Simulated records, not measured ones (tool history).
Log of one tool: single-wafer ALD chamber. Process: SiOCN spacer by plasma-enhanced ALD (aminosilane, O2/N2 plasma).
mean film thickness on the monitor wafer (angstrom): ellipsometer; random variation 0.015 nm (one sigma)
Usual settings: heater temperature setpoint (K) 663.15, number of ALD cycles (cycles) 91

run,hour,heater temperature setpoint (K),number of ALD cycles (cycles),wafers since the last listed run,hours since the last thermocouple change,hours since the gauge calibration,"read-back reference wafer on the same gauge, thickness_nm",mean film thickness on the monitor wafer (angstrom)
1,0,663.15,91,0,1313,175.2,5.306,58.48
2,35.1,663.15,91,76,1348.1,210.3,5.299,58.33
3,53.9,663.15,91,41,1366.9,229.1,5.299,58.32
4,66.3,659.15,91,27,1379.3,241.5,5.297,58.22
5,82.7,663.15,91,35,1395.7,257.9,5.29,58.2
# hour 85.6: gauge calibrated
6,103.6,663.15,91,45,1416.6,18,5.353,59
7,122.9,663.15,91,42,1435.9,37.3,5.346,58.85
8,140.9,663.15,91,39,1453.9,55.3,5.342,58.82
9,167.5,674.15,84,58,1480.5,81.9,5.342,53.84
10,198.8,663.15,91,68,1511.8,113.2,5.33,58.68
11,213.6,663.15,91,32,1526.6,128,5.324,58.6
12,241.5,671.15,106,61,1554.5,155.9,5.317,68.39
# hour 291.8: gauge calibrated
13,297.7,649.15,102,123,1610.7,5.9,5.343,65.81
# hour 312: thermocouple changed; heater temperature recalibrated
14,397.5,648.15,91,201,85.5,105.7,5.328,58.48
15,428.4,655.15,96,67,116.4,136.6,5.324,61.66
16,460.2,663.15,99,69,148.2,168.4,5.309,63.66

What the log doesn't show, run by run:
wafer temperature above the value expected at the setpoint (K): 0 in every run
H1: gauge reads high (%)
run,H1
1,-0.788
2,-0.928
3,-1
4,-1.05
5,-1.12
6,0.00452
7,-0.0727
8,-0.145
9,-0.251
10,-0.376
11,-0.435
12,-0.547
13,-0.101
14,-0.5
15,-0.624
16,-0.751
